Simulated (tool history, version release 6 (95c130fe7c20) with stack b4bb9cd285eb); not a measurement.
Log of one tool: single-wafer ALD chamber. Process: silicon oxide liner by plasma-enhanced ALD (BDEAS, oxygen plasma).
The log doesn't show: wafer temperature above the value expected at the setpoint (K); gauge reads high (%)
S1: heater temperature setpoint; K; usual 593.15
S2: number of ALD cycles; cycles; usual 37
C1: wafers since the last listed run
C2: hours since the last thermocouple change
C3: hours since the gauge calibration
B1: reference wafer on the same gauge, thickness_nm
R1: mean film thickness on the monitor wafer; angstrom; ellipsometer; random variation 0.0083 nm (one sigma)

{"run": 1, "hour": 0.0, "S1": 593.15, "S2": 37, "C1": 0, "C2": 1275.9, "C3": 773.8, "B1": 3.168, "R1": 33.74}
{"run": 2, "hour": 33.1, "S1": 593.15, "S2": 37, "C1": 246, "C2": 1309.0, "C3": 806.9, "B1": 3.171, "R1": 33.89}
{"run": 3, "hour": 56.8, "S1": 593.15, "S2": 37, "C1": 176, "C2": 1332.7, "C3": 830.6, "B1": 3.172, "R1": 33.93}
{"run": 4, "hour": 70.0, "S1": 593.15, "S2": 37, "C1": 98, "C2": 1345.9, "C3": 843.8, "B1": 3.176, "R1": 33.83}
{"run": 5, "hour": 85.1, "S1": 593.15, "S2": 37, "C1": 112, "C2": 1361.0, "C3": 858.9, "B1": 3.175, "R1": 34.02}
{"run": 6, "hour": 120.4, "S1": 588.15, "S2": 42, "C1": 263, "C2": 1396.3, "C3": 894.2, "B1": 3.178, "R1": 38.94}
{"run": 7, "hour": 141.1, "S1": 588.15, "S2": 42, "C1": 154, "C2": 1417.0, "C3": 914.9, "B1": 3.18, "R1": 38.72}
{"run": 8, "hour": 163.9, "S1": 588.15, "S2": 42, "C1": 169, "C2": 1439.8, "C3": 937.7, "B1": 3.182, "R1": 38.99}
{"run": 9, "hour": 183.7, "S1": 593.15, "S2": 32, "C1": 147, "C2": 1459.6, "C3": 957.5, "B1": 3.183, "R1": 29.45}
{"run": 10, "hour": 208.5, "S1": 593.15, "S2": 32, "C1": 184, "C2": 1484.4, "C3": 982.3, "B1": 3.185, "R1": 29.3}
{"run": 11, "hour": 305.6, "S1": 593.15, "S2": 32, "C1": 723, "C2": 1581.5, "C3": 1079.4, "B1": 3.19, "R1": 29.52}
{"run": 12, "hour": 336.6, "S1": 593.15, "S2": 41, "C1": 231, "C2": 1612.5, "C3": 1110.4, "B1": 3.194, "R1": 38.02}
{"run": 13, "hour": 352.5, "S1": 585.15, "S2": 37, "C1": 118, "C2": 1628.4, "C3": 1126.3, "B1": 3.194, "R1": 34.61}
{"run": 14, "hour": 373.7, "S1": 593.15, "S2": 37, "C1": 157, "C2": 1649.6, "C3": 1147.5, "B1": 3.197, "R1": 34.22}
{"run": 15, "hour": 429.5, "S1": 603.15, "S2": 37, "C1": 415, "C2": 1705.4, "C3": 1203.3, "B1": 3.202, "R1": 33.69}
{"run": 16, "hour": 459.5, "S1": 603.15, "S2": 37, "C1": 223, "C2": 1735.4, "C3": 1233.3, "B1": 3.203, "R1": 33.61}
{"run": 17, "hour": 485.3, "S1": 603.15, "S2": 37, "C1": 192, "C2": 1761.2, "C3": 1259.1, "B1": 3.206, "R1": 33.66}
{"run": 18, "hour": 503.6, "S1": 593.15, "S2": 37, "C1": 136, "C2": 1779.5, "C3": 1277.4, "B1": 3.206, "R1": 34.27}
{"run": 19, "hour": 536.4, "S1": 593.15, "S2": 37, "C1": 244, "C2": 1812.3, "C3": 1310.2, "B1": 3.211, "R1": 34.35}
{"hour": 571.4, "done": "thermocouple changed; heater temperature recalibrated"}
{"hour": 600.7, "done": "gauge calibrated"}
{"run": 20, "hour": 644.2, "S1": 593.15, "S2": 37, "C1": 743, "C2": 72.8, "C3": 43.5, "B1": 3.127, "R1": 33.29}
{"run": 21, "hour": 664.5, "S1": 593.15, "S2": 37, "C1": 151, "C2": 93.1, "C3": 63.8, "B1": 3.129, "R1": 33.46}
{"run": 22, "hour": 683.6, "S1": 593.15, "S2": 37, "C1": 142, "C2": 112.2, "C3": 82.9, "B1": 3.13, "R1": 33.43}
{"run": 23, "hour": 704.5, "S1": 606.15, "S2": 31, "C1": 155, "C2": 133.1, "C3": 103.8, "B1": 3.131, "R1": 27.47}
{"run": 24, "hour": 720.5, "S1": 601.15, "S2": 40, "C1": 119, "C2": 149.1, "C3": 119.8, "B1": 3.133, "R1": 35.68}
{"run": 25, "hour": 732.6, "S1": 593.15, "S2": 37, "C1": 90, "C2": 161.2, "C3": 131.9, "B1": 3.133, "R1": 33.53}
{"run": 26, "hour": 760.2, "S1": 593.15, "S2": 44, "C1": 205, "C2": 188.8, "C3": 159.5, "B1": 3.135, "R1": 39.76}
{"run": 27, "hour": 785.3, "S1": 578.15, "S2": 42, "C1": 187, "C2": 213.9, "C3": 184.6, "B1": 3.138, "R1": 39.01}
{"run": 28, "hour": 811.6, "S1": 593.15, "S2": 32, "C1": 196, "C2": 240.2, "C3": 210.9, "B1": 3.141, "R1": 29.05}
{"run": 29, "hour": 854.1, "S1": 593.15, "S2": 34, "C1": 316, "C2": 282.7, "C3": 253.4, "B1": 3.143, "R1": 30.91}
{"run": 30, "hour": 879.9, "S1": 606.15, "S2": 31, "C1": 192, "C2": 308.5, "C3": 279.2, "B1": 3.144, "R1": 27.56}
{"run": 31, "hour": 910.1, "S1": 608.15, "S2": 37, "C1": 225, "C2": 338.7, "C3": 309.4, "B1": 3.147, "R1": 32.7}
{"run": 32, "hour": 934.2, "S1": 589.15, "S2": 33, "C1": 179, "C2": 362.8, "C3": 333.5, "B1": 3.149, "R1": 30.27}
{"run": 33, "hour": 953.6, "S1": 593.15, "S2": 37, "C1": 144, "C2": 382.2, "C3": 352.9, "B1": 3.15, "R1": 33.62}
{"run": 34, "hour": 986.9, "S1": 582.15, "S2": 43, "C1": 248, "C2": 415.5, "C3": 386.2, "B1": 3.154, "R1": 39.82}
{"run": 35, "hour": 1001.9, "S1": 607.15, "S2": 43, "C1": 111, "C2": 430.5, "C3": 401.2, "B1": 3.154, "R1": 38.22}
{"run": 36, "hour": 1025.5, "S1": 606.15, "S2": 40, "C1": 175, "C2": 454.1, "C3": 424.8, "B1": 3.154, "R1": 35.7}
{"run": 37, "hour": 1105.0, "S1": 593.15, "S2": 37, "C1": 592, "C2": 533.6, "C3": 504.3, "B1": 3.163, "R1": 33.89}
{"run": 38, "hour": 1117.1, "S1": 599.15, "S2": 44, "C1": 90, "C2": 545.7, "C3": 516.4, "B1": 3.163, "R1": 39.84}
{"run": 39, "hour": 1149.1, "S1": 602.15, "S2": 31, "C1": 238, "C2": 577.7, "C3": 548.4, "B1": 3.163, "R1": 27.78}
{"run": 40, "hour": 1177.3, "S1": 593.15, "S2": 37, "C1": 210, "C2": 605.9, "C3": 576.6, "B1": 3.167, "R1": 33.76}
{"run": 41, "hour": 1206.3, "S1": 585.15, "S2": 43, "C1": 216, "C2": 634.9, "C3": 605.6, "B1": 3.17, "R1": 39.88}
{"run": 42, "hour": 1239.9, "S1": 593.15, "S2": 37, "C1": 250, "C2": 668.5, "C3": 639.2, "B1": 3.172, "R1": 33.86}
{"run": 43, "hour": 1265.5, "S1": 601.15, "S2": 32, "C1": 190, "C2": 694.1, "C3": 664.8, "B1": 3.174, "R1": 28.95}
{"run": 44, "hour": 1282.8, "S1": 603.15, "S2": 37, "C1": 128, "C2": 711.4, "C3": 682.1, "B1": 3.176, "R1": 33.42}
{"run": 45, "hour": 1296.6, "S1": 593.15, "S2": 37, "C1": 102, "C2": 725.2, "C3": 695.9, "B1": 3.176, "R1": 33.77}

How the hidden state differs across the entries between the runs, from the last listed run before each to the first after it:
Between runs 19 and 20: thermocouple changed; heater temperature recalibrated (hour 571.4); gauge calibrated (hour 600.7)
  gauge reads high (%): 3.19 -> 0.556
  measured less the result without the state, R1: +1.06 -> +0.18 angstrom
